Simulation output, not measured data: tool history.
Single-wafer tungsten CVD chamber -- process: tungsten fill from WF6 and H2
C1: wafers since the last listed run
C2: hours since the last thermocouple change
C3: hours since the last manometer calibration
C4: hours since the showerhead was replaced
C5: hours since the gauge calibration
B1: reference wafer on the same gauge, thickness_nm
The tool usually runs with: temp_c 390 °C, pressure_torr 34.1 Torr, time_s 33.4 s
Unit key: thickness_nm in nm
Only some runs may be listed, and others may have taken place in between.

{"run": 1, "hour": 0.0, "temp_c": 390, "pressure_torr": 34.1, "time_s": 33.4, "C1": 0, "C2": 2447.8, "C3": 1120.4, "C4": 5938.4, "C5": 64.1, "B1": 79.812, "thickness_nm": 77.326}
{"run": 2, "hour": 11.5, "temp_c": 390, "pressure_torr": 40.3, "time_s": 33.4, "C1": 281, "C2": 2459.3, "C3": 1131.9, "C4": 5949.9, "C5": 75.6, "B1": 79.839, "thickness_nm": 84.277}
{"run": 3, "hour": 23.0, "temp_c": 390, "pressure_torr": 40.3, "time_s": 33.4, "C1": 281, "C2": 2470.8, "C3": 1143.4, "C4": 5961.4, "C5": 87.1, "B1": 79.754, "thickness_nm": 84.074}
{"run": 4, "hour": 31.7, "temp_c": 390, "pressure_torr": 34.1, "time_s": 33.4, "C1": 212, "C2": 2479.5, "C3": 1152.1, "C4": 5970.1, "C5": 95.8, "B1": 79.816, "thickness_nm": 77.623}
{"run": 5, "hour": 43.4, "temp_c": 390, "pressure_torr": 34.1, "time_s": 31.8, "C1": 285, "C2": 2491.2, "C3": 1163.8, "C4": 5981.8, "C5": 107.5, "B1": 79.782, "thickness_nm": 73.951}
{"run": 6, "hour": 57.5, "temp_c": 390, "pressure_torr": 34.1, "time_s": 31.8, "C1": 344, "C2": 2505.3, "C3": 1177.9, "C4": 5995.9, "C5": 121.6, "B1": 79.816, "thickness_nm": 73.714}
{"run": 7, "hour": 66.2, "temp_c": 390, "pressure_torr": 34.1, "time_s": 31.8, "C1": 212, "C2": 2514, "C3": 1186.6, "C4": 6004.6, "C5": 130.3, "B1": 79.809, "thickness_nm": 73.951}
{"run": 8, "hour": 79.3, "temp_c": 390, "pressure_torr": 34.1, "time_s": 33.4, "C1": 320, "C2": 2527.1, "C3": 1199.7, "C4": 6017.7, "C5": 143.4, "B1": 79.755, "thickness_nm": 77.696}
{"hour": 101.8, "done": "capacitance manometer re-zeroed and calibrated"}
{"hour": 102.0, "done": "gauge calibrated"}
{"run": 9, "hour": 102.3, "temp_c": 390, "pressure_torr": 39, "time_s": 35.6, "C1": 366, "C2": 2550.1, "C3": 0.5, "C4": 6040.7, "C5": 0.3, "B1": 79.797, "thickness_nm": 84.295}
{"run": 10, "hour": 111.5, "temp_c": 390, "pressure_torr": 34.1, "time_s": 36.3, "C1": 224, "C2": 2559.3, "C3": 9.7, "C4": 6049.9, "C5": 9.5, "B1": 79.816, "thickness_nm": 80.808}
{"hour": 121.2, "done": "thermocouple changed; heater temperature recalibrated"}
{"hour": 128.2, "done": "showerhead replaced"}
{"run": 11, "hour": 128.7, "temp_c": 390, "pressure_torr": 34.1, "time_s": 28.4, "C1": 52, "C2": 7.5, "C3": 26.9, "C4": 0.5, "C5": 26.7, "B1": 79.784, "thickness_nm": 69.045}
{"run": 12, "hour": 138.1, "temp_c": 390, "pressure_torr": 34.1, "time_s": 33.4, "C1": 229, "C2": 16.9, "C3": 36.3, "C4": 9.9, "C5": 36.1, "B1": 79.809, "thickness_nm": 81.156}
{"run": 13, "hour": 154.3, "temp_c": 402, "pressure_torr": 37.4, "time_s": 36.2, "C1": 395, "C2": 33.1, "C3": 52.5, "C4": 26.1, "C5": 52.3, "B1": 79.805, "thickness_nm": 118.516}
{"run": 14, "hour": 164.2, "temp_c": 390, "pressure_torr": 27.2, "time_s": 30.4, "C1": 241, "C2": 43, "C3": 62.4, "C4": 36, "C5": 62.2, "B1": 79.746, "thickness_nm": 65.906}
{"run": 15, "hour": 173.4, "temp_c": 390, "pressure_torr": 41.1, "time_s": 30.7, "C1": 224, "C2": 52.2, "C3": 71.6, "C4": 45.2, "C5": 71.4, "B1": 79.804, "thickness_nm": 81.372}
{"run": 16, "hour": 188.6, "temp_c": 405, "pressure_torr": 41.3, "time_s": 33.4, "C1": 371, "C2": 67.4, "C3": 86.8, "C4": 60.4, "C5": 86.6, "B1": 79.792, "thickness_nm": 121.519}

Each row is a separate what-if for the run after 16, all from the same tool condition, not one after another. Results?
{"run": "A", "hour": 189.0, "temp_c": 390, "pressure_torr": 34.1, "time_s": 27.6, "C1": 9, "C2": 67.8, "C3": 87.2, "C4": 60.8, "C5": 87, "B1": "?", "thickness_nm": "?"}
{"run": "B", "hour": 189.0, "temp_c": 376, "pressure_torr": 26.7, "time_s": 37.7, "C1": 9, "C2": 67.8, "C3": 87.2, "C4": 60.8, "C5": 87, "B1": "?", "thickness_nm": "?"}
{"run": "C", "hour": 189.0, "temp_c": 402, "pressure_torr": 38.4, "time_s": 31.1, "C1": 9, "C2": 67.8, "C3": 87.2, "C4": 60.8, "C5": 87, "B1": "?", "thickness_nm": "?"}
{"run": "D", "hour": 189.0, "temp_c": 390, "pressure_torr": 39.6, "time_s": 33.4, "C1": 9, "C2": 67.8, "C3": 87.2, "C4": 60.8, "C5": 87, "B1": "?", "thickness_nm": "?"}
{"run": "E", "hour": 189.0, "temp_c": 385, "pressure_torr": 29.2, "time_s": 33.4, "C1": 9, "C2": 67.8, "C3": 87.2, "C4": 60.8, "C5": 87, "B1": "?", "thickness_nm": "?"}

run=A B1=79.789 thickness_nm=67.045
run=B B1=79.789 thickness_nm=58.91
run=C B1=79.789 thickness_nm=103.269
run=D B1=79.789 thickness_nm=87.274
run=E B1=79.789 thickness_nm=67.242
The same runs, with their run-to-run variation unchanged, on a tool lacking any hidden condition would have given:
run=A thickness_nm=67.832
run=B thickness_nm=59.647
run=C thickness_nm=104.362
run=D thickness_nm=88.299
run=E thickness_nm=68.046
